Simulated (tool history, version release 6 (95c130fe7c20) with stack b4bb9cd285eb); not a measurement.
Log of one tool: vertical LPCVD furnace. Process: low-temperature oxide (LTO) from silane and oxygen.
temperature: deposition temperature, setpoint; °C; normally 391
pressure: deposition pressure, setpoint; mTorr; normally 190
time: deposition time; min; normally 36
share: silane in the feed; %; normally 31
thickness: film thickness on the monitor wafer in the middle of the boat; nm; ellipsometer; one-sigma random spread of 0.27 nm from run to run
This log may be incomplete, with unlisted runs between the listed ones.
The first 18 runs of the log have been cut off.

run   hour  temperature  pressure  time  share  read-back reference wafer on the same gauge, thickness  thickness
     244.7  -- gauge calibrated
 19  254.7          391       190    36     31                                                  189.97     181.56
 20    263          399       230    30     29                                                  190.03     183.04
 21  270.9          400       220  29.5     26                                                  189.99     147.77
 22  285.1          391       190    36     31                                                  190.02     181.68
     321.4  -- silane flow controller replaced
 23  337.5          391       190  49.5     31                                                  190.12      249.8
 24  345.5          391       175    23     33                                                  189.96     116.77
 25  358.3          391       190    36     28                                                   190.1     155.21
 26  374.1          391       190    36     31                                                  189.96     181.29
 27  383.8          391       190    48     31                                                  189.97     242.03
 28  391.9          391       190    36     31                                                  189.94     181.14
 29  400.3          391       190    36     31                                                  189.97     180.97
 30  412.2          391       165    27     31                                                  189.98     117.42
 31  426.9          391       225    36     31                                                  189.98     214.63

Predict each of these 4 candidate next runs independently; none follows another, all start after run 31:
  A  432.1          391       190    41     31                                                       ?          ?
  B  432.1          391       190    36     29                                                       ?          ?
  C  432.1          395       155  45.5     31                                                       ?          ?
  D  432.1          391       190    36     33                                                       ?          ?

run  read-back reference wafer on the same gauge, thickness  thickness
  A                                                  189.97     205.83
  B                                                  189.97     163.67
  C                                                  189.97     194.96
  D                                                  189.97     197.75
What these runs would have given with no unlogged condition in the tool:
run  thickness
  A     208.87
  B     166.08
  C      198.5
  D     200.66

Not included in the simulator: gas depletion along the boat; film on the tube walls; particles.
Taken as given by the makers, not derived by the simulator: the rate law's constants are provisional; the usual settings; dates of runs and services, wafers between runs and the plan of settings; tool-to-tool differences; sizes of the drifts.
